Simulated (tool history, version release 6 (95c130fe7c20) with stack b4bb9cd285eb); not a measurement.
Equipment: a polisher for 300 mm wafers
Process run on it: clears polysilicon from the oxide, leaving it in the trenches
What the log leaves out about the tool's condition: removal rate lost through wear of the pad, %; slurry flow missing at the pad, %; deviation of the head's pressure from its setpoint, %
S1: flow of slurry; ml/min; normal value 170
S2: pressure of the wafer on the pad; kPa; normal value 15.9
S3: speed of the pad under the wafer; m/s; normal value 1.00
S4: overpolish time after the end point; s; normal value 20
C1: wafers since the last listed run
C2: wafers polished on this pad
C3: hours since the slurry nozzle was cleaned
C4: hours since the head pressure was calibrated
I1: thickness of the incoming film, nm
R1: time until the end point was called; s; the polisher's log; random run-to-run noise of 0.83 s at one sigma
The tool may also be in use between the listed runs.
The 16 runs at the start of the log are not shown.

| run | day | S1 | S2 | S3 | S4 | C1 | C2 | C3 | C4 | I1 | R1 |
|---|---|---|---|---|---|---|---|---|---|---|---|
|  | 51.092 | worn pad replaced by a new one |
|  | 51.133 | head pressure recalibrated |
| 17 | 53.654 | 170 | 15.9 | 1.00 | 20 | 977 | 779 | 281.2 | 60.5 | 766.7 | 70.6 |
| 18 | 56.692 | 170 | 11.0 | 1.00 | 20 | 940 | 1719 | 354.1 | 133.4 | 773.0 | 99.6 |
| 19 | 58.638 | 125 | 15.9 | 1.00 | 20 | 602 | 2322 | 400.8 | 180.1 | 796.1 | 78.3 |
| 20 | 60.804 | 185 | 17.9 | 1.30 | 9 | 670 | 2992 | 452.8 | 232.1 | 782.6 | 48.4 |
|  | 65.050 | slurry nozzle cleaned |
| 21 | 65.071 | 190 | 18.6 | 1.00 | 20 | 1307 | 4300 | 0.5 | 334.5 | 786.5 | 59.3 |
| 22 | 66.533 | 170 | 20.7 | 1.16 | 20 | 452 | 4753 | 35.6 | 369.6 | 770.1 | 46.6 |
|  | 69.267 | head pressure recalibrated |
|  | 70.350 | worn pad replaced by a new one |
| 23 | 70.371 | 135 | 15.9 | 1.00 | 8 | 1110 | 6 | 127.7 | 26.5 | 777.6 | 73.4 |
| 24 | 73.704 | 170 | 14.5 | 1.00 | 20 | 1031 | 1037 | 207.7 | 106.5 | 782.2 | 76.4 |
| 25 | 77.408 | 215 | 15.9 | 1.18 | 13 | 1146 | 2184 | 296.6 | 195.4 | 783.9 | 58.1 |
| 26 | 80.525 | 230 | 15.9 | 1.00 | 20 | 964 | 3149 | 371.4 | 270.2 | 785.2 | 68.2 |
| 27 | 84.529 | 140 | 19.3 | 0.66 | 30 | 1239 | 4388 | 467.5 | 366.3 | 781.2 | 94.4 |
|  | 85.008 | slurry nozzle cleaned |
| 28 | 86.338 | 170 | 15.9 | 1.00 | 20 | 546 | 4935 | 31.9 | 409.7 | 782.4 | 68.3 |
| 29 | 88.904 | 170 | 13.1 | 1.00 | 10 | 794 | 5729 | 93.5 | 471.3 | 789.3 | 83.6 |
|  | 90.754 | head pressure recalibrated |
|  | 92.083 | worn pad replaced by a new one |
| 30 | 92.117 | 170 | 15.9 | 0.90 | 12 | 916 | 10 | 170.6 | 32.7 | 785.1 | 78.9 |
| 31 | 94.583 | 170 | 15.9 | 1.00 | 31 | 763 | 774 | 229.8 | 91.9 | 788.3 | 71.0 |
| 32 | 98.246 | 170 | 15.9 | 0.76 | 20 | 1133 | 1907 | 317.7 | 179.8 | 777.1 | 93.1 |

Branching from run 32: 3 alternative next runs. What would each branch give?
| A | 98.262 | 135 | 15.9 | 1.00 | 20 | 5 | 1913 | 318.1 | 180.2 | 777.3 | ? |
| B | 98.262 | 195 | 15.9 | 1.00 | 20 | 5 | 1913 | 318.1 | 180.2 | 777.3 | ? |
| C | 98.262 | 190 | 15.9 | 1.00 | 31 | 5 | 1913 | 318.1 | 180.2 | 777.3 | ? |

| run | R1 |
|---|---|
| A | 73.4 |
| B | 68.4 |
| C | 68.6 |
Take away the tool's hidden state, keep each run's random variation, and the runs would have read:
| run | R1 |
|---|---|
| A | 72.3 |
| B | 67.7 |
| C | 67.9 |
